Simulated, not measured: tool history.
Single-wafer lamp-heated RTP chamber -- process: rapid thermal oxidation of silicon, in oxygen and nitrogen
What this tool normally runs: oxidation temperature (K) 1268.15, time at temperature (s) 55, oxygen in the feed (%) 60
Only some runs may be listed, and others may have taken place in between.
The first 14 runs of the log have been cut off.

run     day  oxidation temperature (K)  time at temperature (s)  oxygen in the feed (%)  read-back reference wafer on the same gauge, thickness  oxide thickness on the monitor wafer (angstrom)
     17.942  -- gauge calibrated
 15  18.533                    1268.15                       76                      40                                                   5.896                                            54.80
     19.379  -- pyrometer window cleaned and pyrometer calibrated, repeated, since the last time left the tool worse
 16  19.400                    1268.15                       76                      40                                                   5.912                                            49.48
 17  20.679                    1268.15                       76                      40                                                   5.902                                            50.25
 18  21.354                    1268.15                       55                      60                                                   5.923                                            50.43
 19  22.000                    1268.15                       64                      60                                                   5.912                                            53.67
 20  22.954                    1241.15                       55                      60                                                   5.923                                            41.85
 21  23.804                    1268.15                       35                      60                                                   5.909                                            42.30
 22  24.783                    1268.15                       55                      60                                                   5.925                                            50.49
 23  26.117                    1268.15                       55                      60                                                   5.915                                            50.50
 24  27.179                    1268.15                       39                      60                                                   5.909                                            44.02
 25  27.733                    1268.15                       55                      60                                                   5.897                                            50.46
 26  28.279                    1296.15                       55                      60                                                   5.917                                            62.13
 27  29.612                    1293.15                       30                      82                                                   5.911                                            52.72
 28  30.779                    1268.15                       55                      60                                                   5.898                                            51.25
 29  31.833                    1289.15                       55                      89                                                   5.907                                            67.48
 30  33.075                    1297.15                       55                      60                                                   5.909                                            62.62
 31  34.083                    1298.15                       66                      86                                                   5.902                                            77.88
 32  35.221                    1268.15                       55                      60                                                   5.900                                            51.78
 33  35.746                    1286.15                       55                      87                                                   5.921                                            66.13
 34  37.100                    1248.15                       55                      70                                                   5.909                                            47.31
 35  37.804                    1282.15                       55                      75                                                   5.923                                            61.19
 36  38.679                    1244.15                       79                      41                                                   5.898                                            45.21
 37  39.321                    1268.15                       55                      60                                                   5.910                                            51.84

Alternative continuations, all from the tool just after run 37; predict every row:
  A  39.342                    1268.15                       55                      85                                                       ?                                                ?
  B  39.342                    1281.15                       55                      38                                                       ?                                                ?
  C  39.342                    1287.15                       36                      78                                                       ?                                                ?

run  read-back reference wafer on the same gauge, thickness  oxide thickness on the monitor wafer (angstrom)
  A                                                   5.916                                            58.11
  B                                                   5.916                                            48.60
  C                                                   5.916                                            53.86
Without the tool's unlogged condition, the same runs would have read:
run  oxide thickness on the monitor wafer (angstrom)
  A                                            56.09
  B                                            47.04
  C                                            52.06
